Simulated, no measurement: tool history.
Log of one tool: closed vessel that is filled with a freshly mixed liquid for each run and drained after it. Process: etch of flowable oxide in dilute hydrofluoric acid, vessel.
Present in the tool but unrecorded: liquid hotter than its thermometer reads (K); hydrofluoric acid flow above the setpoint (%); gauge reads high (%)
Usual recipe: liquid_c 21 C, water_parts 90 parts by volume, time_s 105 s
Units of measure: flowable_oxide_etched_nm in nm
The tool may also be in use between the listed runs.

run	hour	liquid_c	water_parts	time_s	wafers since the last listed run	hours since the thermometer was replaced	hours since the hydrofluoric acid flow meter was replaced	hours since the gauge calibration	read-back film thickness of the flowable oxide reference wafer, read on the same gauge (nm)	flowable_oxide_etched_nm
1	0.0	21	90	105	0	428.9	1575.8	260.0	153.05	44.09
2	16.3	21	90	105	1913	445.2	1592.1	276.3	153.05	44.12
3	38.2	21	90	105	2570	467.1	1614.0	298.2	153.08	43.69
4	111.7	21	90	105	8626	540.6	1687.5	371.7	153.31	44.09
5	136.9	21	90	105	2957	565.8	1712.7	396.9	153.33	44.20
# hour 150.1: hydrofluoric acid flow meter replaced
6	166.7	21	90	105	3380	595.6	16.6	426.7	153.33	43.61
# hour 171.7: thermometer replaced
7	185.2	21	90	105	2053	13.5	35.1	445.2	153.29	44.03
8	198.1	18	50	85	1514	26.4	48.0	458.1	153.35	59.23
9	219.4	21	90	105	2499	47.7	69.3	479.4	153.39	43.96
# hour 241.1: gauge calibrated
10	278.9	17	115	105	6983	107.2	128.8	37.8	150.37	27.79
11	292.1	21	90	60	1549	120.4	142.0	51.0	150.59	24.58
12	315.5	21	105	105	2746	143.8	165.4	74.4	150.84	36.63
13	338.1	21	90	105	2652	166.4	188.0	97.0	151.12	43.40
14	374.0	21	70	50	4213	202.3	223.9	132.9	151.44	27.41
15	391.4	18	90	80	2042	219.7	241.3	150.3	151.52	29.23

Alternative continuations, all from the tool just after run 15; predict every row:
A	392.1	21	90	105	82	220.4	242.0	151.0	?	?
B	392.1	21	115	140	82	220.4	242.0	151.0	?	?
C	392.1	21	90	150	82	220.4	242.0	151.0	?	?
D	392.1	21	115	75	82	220.4	242.0	151.0	?	?

run	read-back film thickness of the flowable oxide reference wafer, read on the same gauge (nm)	flowable_oxide_etched_nm
A	151.52	43.44
B	151.52	44.06
C	151.52	62.06
D	151.52	23.60
Had the tool no hidden state, the same runs would have come out as:
run	flowable_oxide_etched_nm
A	43.00
B	43.61
C	61.43
D	23.36

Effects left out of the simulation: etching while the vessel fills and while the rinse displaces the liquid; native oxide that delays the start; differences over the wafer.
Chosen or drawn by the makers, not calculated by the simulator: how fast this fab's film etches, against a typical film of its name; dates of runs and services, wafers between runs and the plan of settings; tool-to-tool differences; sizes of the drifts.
